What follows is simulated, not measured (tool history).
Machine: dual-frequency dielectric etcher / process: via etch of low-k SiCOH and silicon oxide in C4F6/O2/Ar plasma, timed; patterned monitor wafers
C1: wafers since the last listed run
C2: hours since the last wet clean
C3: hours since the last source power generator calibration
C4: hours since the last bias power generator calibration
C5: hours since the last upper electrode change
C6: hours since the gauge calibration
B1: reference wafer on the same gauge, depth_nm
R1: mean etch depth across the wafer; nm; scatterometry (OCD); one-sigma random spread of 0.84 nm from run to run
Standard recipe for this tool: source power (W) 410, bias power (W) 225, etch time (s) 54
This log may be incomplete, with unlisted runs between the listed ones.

Run 1, hour 0: usual settings but bias power (W) 264; C1 0; C2 205.8; C3 1353.5; C4 3283.6; C5 4171.3; C6 545.7; B1 153.3. Result: R1 184.8 nm.
Run 2, hour 80.2: usual settings; C1 1220; C2 286; C3 1433.7; C4 3363.8; C5 4251.5; C6 625.9; B1 152.7. Result: R1 176.5 nm.
Run 3, hour 103.9: usual settings; C1 360; C2 309.7; C3 1457.4; C4 3387.5; C5 4275.2; C6 649.6; B1 153.1. Result: R1 177 nm.
Run 4, hour 117: usual settings; C1 199; C2 322.8; C3 1470.5; C4 3400.6; C5 4288.3; C6 662.7; B1 152.9. Result: R1 175.7 nm.
Run 5, hour 142.6: usual settings; C1 389; C2 348.4; C3 1496.1; C4 3426.2; C5 4313.9; C6 688.3; B1 153.2. Result: R1 174.4 nm.
Run 6, hour 176.6: usual settings; C1 517; C2 382.4; C3 1530.1; C4 3460.2; C5 4347.9; C6 722.3; B1 153.2. Result: R1 177.5 nm.
Run 7, hour 212.2: usual settings but bias power (W) 238; C1 541; C2 418; C3 1565.7; C4 3495.8; C5 4383.5; C6 757.9; B1 153. Result: R1 179.4 nm.
Run 8, hour 226.4: usual settings; C1 216; C2 432.2; C3 1579.9; C4 3510; C5 4397.7; C6 772.1; B1 152.8. Result: R1 175.2 nm.
Run 9, hour 259.2: usual settings; C1 499; C2 465; C3 1612.7; C4 3542.8; C5 4430.5; C6 804.9; B1 153. Result: R1 176.5 nm.
Run 10, hour 337.7: usual settings; C1 1194; C2 543.5; C3 1691.2; C4 3621.3; C5 4509; C6 883.4; B1 153.1. Result: R1 176.2 nm.
Run 11, hour 357.6: usual settings; C1 302; C2 563.4; C3 1711.1; C4 3641.2; C5 4528.9; C6 903.3; B1 153.3. Result: R1 177.8 nm.
At hour 402: wet clean of the chamber.
Run 12, hour 402.5: usual settings; C1 318; C2 0.5; C3 1756; C4 3686.1; C5 4573.8; C6 948.2; B1 152.8. Result: R1 175.5 nm.
Run 13, hour 418.8: usual settings; C1 248; C2 16.8; C3 1772.3; C4 3702.4; C5 4590.1; C6 964.5; B1 152.9. Result: R1 175.1 nm.
Run 14, hour 437.5: usual settings but source power (W) 390; C1 284; C2 35.5; C3 1791; C4 3721.1; C5 4608.8; C6 983.2; B1 152.8. Result: R1 172.4 nm.
Run 15, hour 451.3: usual settings but source power (W) 320, bias power (W) 263, etch time (s) 61.5; C1 210; C2 49.3; C3 1804.8; C4 3734.9; C5 4622.6; C6 997; B1 152.9. Result: R1 182.3 nm.
Run 16, hour 475.1: usual settings but source power (W) 370, bias power (W) 190, etch time (s) 61.5; C1 362; C2 73.1; C3 1828.6; C4 3758.7; C5 4646.4; C6 1020.8; B1 153. Result: R1 179.6 nm.
Run 17, hour 500.6: usual settings but source power (W) 340, bias power (W) 202, etch time (s) 49; C1 388; C2 98.6; C3 1854.1; C4 3784.2; C5 4671.9; C6 1046.3; B1 153.1. Result: R1 137.6 nm.
At hour 537.6: upper electrode replaced.
Run 18, hour 538.1: usual settings but bias power (W) 194; C1 205; C2 136.1; C3 1891.6; C4 3821.7; C5 0.5; C6 1083.8; B1 152.9. Result: R1 167.3 nm.
Run 19, hour 554.1: usual settings but source power (W) 370, bias power (W) 248, etch time (s) 60; C1 243; C2 152.1; C3 1907.6; C4 3837.7; C5 16.5; C6 1099.8; B1 153.1. Result: R1 190.1 nm.
At hour 559.5: gauge calibrated.
At hour 576.1: bias power generator calibrated.
At hour 579.2: source power generator calibrated.
Run 20, hour 579.7: usual settings; C1 281; C2 177.7; C3 0.5; C4 3.6; C5 42.1; C6 20.2; B1 152.9. Result: R1 171.5 nm.
Run 21, hour 608.9: usual settings but source power (W) 370, bias power (W) 171, etch time (s) 42.5; C1 444; C2 206.9; C3 29.7; C4 32.8; C5 71.3; C6 49.4; B1 153.1. Result: R1 117.6 nm.
Run 22, hour 636: usual settings but source power (W) 360, etch time (s) 42.5; C1 412; C2 234; C3 56.8; C4 59.9; C5 98.4; C6 76.5; B1 152.9. Result: R1 127 nm.
Run 23, hour 656.3: usual settings but source power (W) 490; C1 308; C2 254.3; C3 77.1; C4 80.2; C5 118.7; C6 96.8; B1 153. Result: R1 190.2 nm.
Run 24, hour 681: usual settings; C1 375; C2 279; C3 101.8; C4 104.9; C5 143.4; C6 121.5; B1 152.8. Result: R1 172.4 nm.
Run 25, hour 784.4: usual settings but source power (W) 370, bias power (W) 248, etch time (s) 60; C1 1573; C2 382.4; C3 205.2; C4 208.3; C5 246.8; C6 224.9; B1 152.9. Result: R1 188.1 nm.
Run 26, hour 815.8: usual settings but source power (W) 360, bias power (W) 195, etch time (s) 40; C1 477; C2 413.8; C3 236.6; C4 239.7; C5 278.2; C6 256.3; B1 152.8. Result: R1 114.4 nm.
Run 27, hour 899: usual settings but source power (W) 350, bias power (W) 272, etch time (s) 64.5; C1 1266; C2 497; C3 319.8; C4 322.9; C5 361.4; C6 339.5; B1 153. Result: R1 203.4 nm.
Run 28, hour 918.5: usual settings but etch time (s) 46; C1 296; C2 516.5; C3 339.3; C4 342.4; C5 380.9; C6 359; B1 152.8. Result: R1 148.6 nm.
Run 29, hour 935: usual settings but source power (W) 350, bias power (W) 188; C1 251; C2 533; C3 355.8; C4 358.9; C5 397.4; C6 375.5; B1 152.9. Result: R1 149.9 nm.
Run 30, hour 955.1: usual settings but source power (W) 370; C1 305; C2 553.1; C3 375.9; C4 379; C5 417.5; C6 395.6; B1 153. Result: R1 166.2 nm.

For each entry between runs, how does the tool's hidden state at the last listed run before it compare with that at the first listed run after it?
From run 11 to run 12: wet clean of the chamber (hour 402)
  source power that arrives over what is set, %: 4.09 -> 4.11
  what was measured, less what the result would be without the hidden state, R1: +4 -> +3.9 nm
From run 17 to run 18: upper electrode replaced (hour 537.6)
  source power that arrives over what is set, %: 4.14 -> 4.16
  what was measured, less what the result would be without the hidden state, R1: +3 -> +3.7 nm
From run 19 to run 20: gauge calibrated (hour 559.5); bias power generator calibrated (hour 576.1); source power generator calibrated (hour 579.2)
  source power that arrives over what is set, %: 4.16 -> 0.297
  what was measured, less what the result would be without the hidden state, R1: +4.2 -> +0.3 nm
